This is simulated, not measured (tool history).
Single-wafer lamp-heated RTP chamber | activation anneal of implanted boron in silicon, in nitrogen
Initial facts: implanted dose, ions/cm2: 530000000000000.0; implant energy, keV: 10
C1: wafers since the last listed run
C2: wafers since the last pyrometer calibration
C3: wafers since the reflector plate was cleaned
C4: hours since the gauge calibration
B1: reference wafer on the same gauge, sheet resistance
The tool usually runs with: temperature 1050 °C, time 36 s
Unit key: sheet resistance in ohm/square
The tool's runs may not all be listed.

{"run": 1, "day": 0.0, "temperature": 1050, "time": 36, "C1": 0, "C2": 2415, "C3": 2415, "C4": 26.6, "B1": 231.12, "sheet resistance": 230.82}
{"run": 2, "day": 0.662, "temperature": 1050, "time": 40, "C1": 319, "C2": 2734, "C3": 2734, "C4": 42.5, "B1": 231.04, "sheet resistance": 228.55}
{"run": 3, "day": 1.779, "temperature": 1050, "time": 36, "C1": 538, "C2": 3273, "C3": 3273, "C4": 69.3, "B1": 230.76, "sheet resistance": 229.36}
{"run": 4, "day": 2.096, "temperature": 1050, "time": 36, "C1": 152, "C2": 3426, "C3": 3426, "C4": 76.9, "B1": 230.94, "sheet resistance": 230.06}
{"run": 5, "day": 2.838, "temperature": 1050, "time": 36, "C1": 357, "C2": 3784, "C3": 3784, "C4": 94.7, "B1": 231.11, "sheet resistance": 230.4}
{"run": 6, "day": 3.2, "temperature": 1050, "time": 36, "C1": 174, "C2": 3959, "C3": 3959, "C4": 103.4, "B1": 230.93, "sheet resistance": 230.15}
{"run": 7, "day": 3.95, "temperature": 1050, "time": 36, "C1": 361, "C2": 4321, "C3": 4321, "C4": 121.4, "B1": 231.03, "sheet resistance": 229.64}
{"run": 8, "day": 4.342, "temperature": 1050, "time": 36, "C1": 189, "C2": 4510, "C3": 4510, "C4": 130.8, "B1": 230.95, "sheet resistance": 229.59}
{"run": 9, "day": 4.658, "temperature": 1050, "time": 36, "C1": 152, "C2": 4663, "C3": 4663, "C4": 138.4, "B1": 231.09, "sheet resistance": 229.65}
{"day": 5.246, "done": "reflector plate cleaned"}
{"run": 10, "day": 5.267, "temperature": 1050, "time": 36, "C1": 132, "C2": 4795, "C3": 9, "C4": 153.0, "B1": 230.97, "sheet resistance": 229.37}
{"run": 11, "day": 5.346, "temperature": 1050, "time": 36, "C1": 38, "C2": 4834, "C3": 47, "C4": 154.9, "B1": 230.97, "sheet resistance": 229.81}
{"run": 12, "day": 5.908, "temperature": 1036, "time": 36, "C1": 271, "C2": 5105, "C3": 319, "C4": 168.4, "B1": 230.98, "sheet resistance": 231.05}
{"run": 13, "day": 6.567, "temperature": 1050, "time": 36, "C1": 317, "C2": 5423, "C3": 637, "C4": 184.2, "B1": 230.9, "sheet resistance": 229.75}
{"run": 14, "day": 7.288, "temperature": 1035, "time": 36, "C1": 347, "C2": 5771, "C3": 984, "C4": 201.5, "B1": 231.2, "sheet resistance": 230.96}
{"day": 7.85, "done": "gauge calibrated"}
{"day": 8.567, "done": "pyrometer window cleaned and pyrometer calibrated"}
{"run": 15, "day": 9.442, "temperature": 1063, "time": 29, "C1": 878, "C2": 423, "C3": 1863, "C4": 38.2, "B1": 231.14, "sheet resistance": 230.34}
{"run": 16, "day": 10.142, "temperature": 1066, "time": 25, "C1": 337, "C2": 761, "C3": 2201, "C4": 55.0, "B1": 231.18, "sheet resistance": 231.31}
{"run": 17, "day": 10.55, "temperature": 1036, "time": 21, "C1": 197, "C2": 958, "C3": 2398, "C4": 64.8, "B1": 230.87, "sheet resistance": 233.81}
{"run": 18, "day": 10.842, "temperature": 1050, "time": 36, "C1": 140, "C2": 1098, "C3": 2539, "C4": 71.8, "B1": 230.99, "sheet resistance": 230.71}
{"run": 19, "day": 11.279, "temperature": 1077, "time": 16, "C1": 211, "C2": 1309, "C3": 2750, "C4": 82.3, "B1": 230.92, "sheet resistance": 232.03}
{"run": 20, "day": 11.633, "temperature": 1037, "time": 30, "C1": 170, "C2": 1480, "C3": 2921, "C4": 90.8, "B1": 231.13, "sheet resistance": 232.46}
{"run": 21, "day": 12.304, "temperature": 1074, "time": 14, "C1": 323, "C2": 1804, "C3": 3244, "C4": 106.9, "B1": 231.11, "sheet resistance": 232.5}
{"run": 22, "day": 12.583, "temperature": 1027, "time": 53, "C1": 134, "C2": 1939, "C3": 3379, "C4": 113.6, "B1": 230.82, "sheet resistance": 230.39}
{"run": 23, "day": 12.917, "temperature": 1050, "time": 22, "C1": 160, "C2": 2100, "C3": 3540, "C4": 121.6, "B1": 231.05, "sheet resistance": 232.22}
{"run": 24, "day": 13.342, "temperature": 1036, "time": 21, "C1": 205, "C2": 2305, "C3": 3745, "C4": 131.8, "B1": 231.0, "sheet resistance": 233.84}
{"run": 25, "day": 14.538, "temperature": 1050, "time": 36, "C1": 577, "C2": 2882, "C3": 4322, "C4": 160.5, "B1": 231.02, "sheet resistance": 230.27}

For some of the steps in sheet resistance from one run to the next: how much would appear even if the tool had no hidden state, given the settings, what came in and random variation, and how much remains for the hidden state plus any gauge scatter that the measured result and the result without hidden state don't share?
Hidden conditions of the tool in this case: true wafer temperature minus pyrometer reading, K; wafer temperature error from the tarnished reflector plate, K; gauge reads high (%).
Run 14 -> 15: temperature 1035 -> 1063, time 36 -> 29, gauge calibrated, pyrometer window cleaned and pyrometer calibrated. sheet resistance -0.62 ohm/square: hidden state +0.70, all else -1.32.
Run 17 -> 18: temperature 1036 -> 1050, time 21 -> 36. sheet resistance -3.10 ohm/square: hidden state -0.37, all else -2.73.
Run 24 -> 25: temperature 1036 -> 1050, time 21 -> 36. sheet resistance -3.57 ohm/square: hidden state -0.69, all else -2.88.
